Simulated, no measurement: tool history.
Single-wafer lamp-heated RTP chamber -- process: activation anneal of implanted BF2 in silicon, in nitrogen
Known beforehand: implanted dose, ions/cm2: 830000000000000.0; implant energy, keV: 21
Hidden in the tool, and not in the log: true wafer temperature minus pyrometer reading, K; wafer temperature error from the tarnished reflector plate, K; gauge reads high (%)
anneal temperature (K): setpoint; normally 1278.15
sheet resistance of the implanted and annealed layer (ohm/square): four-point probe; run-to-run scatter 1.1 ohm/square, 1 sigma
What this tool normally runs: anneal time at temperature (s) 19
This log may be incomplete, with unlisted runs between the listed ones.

run	hour	anneal temperature (K)	anneal time at temperature (s)	wafers since the last listed run	wafers since the last pyrometer calibration	wafers since the reflector plate was cleaned	hours since the gauge calibration	read-back reference wafer on the same gauge, sheet resistance	sheet resistance of the implanted and annealed layer (ohm/square)
1	0	1278.15	25	0	2828	1390	383	245.86	207.14
# hour 14.9: pyrometer window cleaned and pyrometer calibrated
2	45.9	1278.15	19	534	437	1925	428.9	246.38	214.1
3	78.9	1278.15	19	465	902	2390	461.9	246.44	217.03
4	149.5	1299.15	28	995	1898	3386	532.5	247.07	187.5
# hour 195.4: reflector plate cleaned
5	217.3	1299.15	28	843	2741	308	600.3	247.49	186.87
# hour 280: pyrometer window cleaned and pyrometer calibrated
6	280.5	1299.15	28	778	7	1087	663.5	248.35	187.65
7	340.3	1278.15	19	843	850	1930	723.3	248.87	217.91
8	401	1278.15	19	856	1706	2786	784	249.48	216.71
9	429.6	1278.15	19	403	2110	3190	812.6	249.99	217.59
# hour 468.3: reflector plate cleaned
10	488.9	1278.15	23	723	2833	290	871.9	250.87	214.93
# hour 559: pyrometer window cleaned and pyrometer calibrated
11	559.5	1278.15	23	882	6	1173	942.5	251.62	214.65
12	603.8	1278.15	23	624	631	1798	986.8	252.59	215.91
# hour 636.2: gauge calibrated
13	657	1299.15	27	750	1381	2548	20.8	243.3	188.76
# hour 712.7: reflector plate cleaned
14	725.2	1251.15	24	848	2230	175	89	243.48	238.85
# hour 783: pyrometer window cleaned and pyrometer calibrated
15	791.4	1278.15	19	820	119	996	155.2	243.62	210.68
16	836.6	1278.15	19	637	756	1633	200.4	243.99	214.38
17	881	1258.15	19	626	1382	2260	244.8	244.1	237.36
18	948.6	1278.15	19	953	2336	3213	312.4	243.93	212.53
# hour 985.9: reflector plate cleaned
19	994	1300.15	10	527	2863	114	357.8	244.53	207.9
# hour 1038.4: pyrometer window cleaned and pyrometer calibrated
20	1049.9	1278.15	19	675	162	790	413.7	244.65	212.08
21	1107.7	1289.15	16	815	977	1605	471.5	245.47	208.53
22	1135.5	1292.15	8	392	1369	1997	499.3	245.66	219.62
23	1198.1	1291.15	14	882	2252	2880	561.9	245.78	207.7
# hour 1230.7: reflector plate cleaned
24	1250.8	1308.15	26	630	2883	283	614.6	246.18	182.87
# hour 1307.4: pyrometer window cleaned and pyrometer calibrated
25	1307.9	1303.15	11	692	6	975	671.7	247.47	204.65

Consider 5 possible next runs. They are alternatives, not a sequence: every one starts from the tool as it was left by run 25. What does each give?
A	1308.3	1278.15	8	5	12	981	672.1	?	?
B	1308.3	1300.15	22	5	12	981	672.1	?	?
C	1308.3	1304.15	19	5	12	981	672.1	?	?
D	1308.3	1287.15	15	5	12	981	672.1	?	?
E	1308.3	1248.15	26	5	12	981	672.1	?	?

run	read-back reference wafer on the same gauge, sheet resistance	sheet resistance of the implanted and annealed layer (ohm/square)
A	247.37	231.05
B	247.37	190.03
C	247.37	190.11
D	247.37	208.82
E	247.37	244.31
With no hidden state in the tool, these same runs would have given:
run	sheet resistance of the implanted and annealed layer (ohm/square)
A	228.14
B	187.64
C	187.72
D	206.19
E	241.23
